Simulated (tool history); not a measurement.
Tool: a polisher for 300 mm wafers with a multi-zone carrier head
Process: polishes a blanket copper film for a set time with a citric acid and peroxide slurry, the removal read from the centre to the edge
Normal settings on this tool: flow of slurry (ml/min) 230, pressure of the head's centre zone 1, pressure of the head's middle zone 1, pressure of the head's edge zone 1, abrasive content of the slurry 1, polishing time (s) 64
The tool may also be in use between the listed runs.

run   hour  flow of slurry (ml/min)  pressure of the head's centre zone  pressure of the head's middle zone  pressure of the head's edge zone  abrasive content of the slurry  polishing time (s)  incoming thickness of the incoming film, nm  film removed at the wafer's centre (angstrom)  film removed at mid-radius (angstrom)  film removed at the wafer's edge (angstrom)
  1      0                      230                                   1                                   1                                 1                               1                  64                                        629.7                                           1931                                   1888                                         1939
  2   26.7                      230                                   1                                   1                                 1                               1                  64                                        628.8                                           1945                                   1870                                         1933
  3   82.7                      210                                   1                                   1                                 1                               1                  64                                        638.2                                           1886                                   1823                                         1899
  4  138.9                      230                                   1                                   1                                 1                               1                  64                                        625.3                                           1954                                   1790                                         1917
  5  209.6                      230                                   1                                   1                              1.05                               1                  64                                        624.4                                           1952                                   1822                                         2009
  6  264.1                      230                                0.96                                   1                              1.07                               1                  64                                        632.8                                           1864                                   1797                                         1976
     282.9  -- worn pad replaced by a new one
     349.3  -- edge zone pressure recalibrated
     388.7  -- slurry nozzle cleaned
     389.1  -- centre zone pressure recalibrated
  7  451.7                      230                                   1                                   1                                 1                               1                  64                                        632.4                                           1912                                   1948                                         1977
  8  520.1                      250                                   1                                0.94                                 1                             0.9                  64                                          636                                           1858                                   1820                                         1954
  9  559.5                      230                                1.06                                   1                                 1                             1.1                  64                                        625.3                                           2106                                   1973                                         2060
 10  605.1                      230                                1.03                                1.08                                 1                               1                  64                                        626.8                                           2012                                   2032                                         1933

What will run 11 give?
     687.9  -- worn pad replaced by a new one
 11  740.2                      265                                   1                                   1                              0.89                             0.9                  53                                        630.1                                              ?                                      ?                                            ?

film removed at the wafer's centre (angstrom): 1610
film removed at mid-radius (angstrom): 1529
film removed at the wafer's edge (angstrom): 1494
Take away the tool's hidden state, keep the run-to-run variation as it was, and the same run would have given film removed at the wafer's centre (angstrom) 1584, film removed at mid-radius (angstrom) 1598, film removed at the wafer's edge (angstrom) 1544.
